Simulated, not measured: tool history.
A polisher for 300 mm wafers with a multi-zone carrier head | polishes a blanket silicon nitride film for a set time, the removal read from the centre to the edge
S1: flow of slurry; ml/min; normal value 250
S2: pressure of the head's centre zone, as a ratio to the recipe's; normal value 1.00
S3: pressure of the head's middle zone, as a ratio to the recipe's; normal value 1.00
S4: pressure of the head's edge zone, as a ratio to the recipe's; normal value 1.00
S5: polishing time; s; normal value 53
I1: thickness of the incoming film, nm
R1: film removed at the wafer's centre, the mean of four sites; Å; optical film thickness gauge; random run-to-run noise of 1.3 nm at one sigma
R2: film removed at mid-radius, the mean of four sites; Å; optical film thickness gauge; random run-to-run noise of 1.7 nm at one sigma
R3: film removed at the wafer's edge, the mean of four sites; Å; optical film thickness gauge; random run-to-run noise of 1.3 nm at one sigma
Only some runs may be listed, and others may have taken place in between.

run   hour   S1    S2    S3    S4  S5     I1    R1    R2    R3
  1    0.0  250  1.00  1.00  1.00  53  645.1  1130  1131  1130
       5.0  -- edge zone pressure recalibrated
      13.0  -- worn pad replaced by a new one, repeated, since the last time left the tool worse
  2   13.5  250  1.00  1.00  1.00  53  652.8  1342  1318  1361
      16.0  -- centre zone pressure recalibrated
  3   26.4  250  1.09  0.93  1.00  53  643.3  1468  1250  1338
  4   37.6  250  1.00  1.00  1.00  53  650.3  1322  1294  1314
  5   48.5  325  0.94  1.00  0.91  53  638.7  1277  1324  1298
  6   58.8  250  1.00  1.00  1.00  53  656.4  1325  1307  1296
      69.7  -- carrier head's membrane replaced by a new one
  7   70.2  250  1.00  1.00  1.00  53  655.5  1318  1283  1303
  8   84.2  190  1.08  1.00  1.00  53  641.2  1388  1264  1296
  9   95.1  300  1.08  0.94  1.00  63  649.9  1664  1479  1559
 10  123.6  250  0.92  1.00  1.05  36  649.4   805   871   880
 11  130.3  250  1.06  1.06  1.00  53  659.0  1363  1284  1287
 12  145.0  250  1.00  1.00  1.00  53  651.2  1271  1256  1271
     153.6  -- slurry nozzle cleaned
 13  154.1  250  1.00  1.00  1.00  53  645.4  1273  1260  1278
 14  165.7  205  1.00  1.00  1.00  53  651.4  1275  1219  1277
 15  172.0  180  1.05  1.12  1.00  53  646.3  1323  1322  1253
 16  183.1  250  1.00  1.00  1.08  53  654.5  1287  1240  1328

What does the tool deliver on the next run?
     194.2  -- worn pad replaced by a new one
 17  199.7  250  1.06  1.06  1.00  53  656.4   ?   ?   ?

R1: 1434 Å
R2: 1345 Å
R3: 1339 Å
Take away the tool's hidden state, keep the run-to-run variation as it was, and the same run would have given R1 1444 Å, R2 1355 Å, R3 1349 Å.
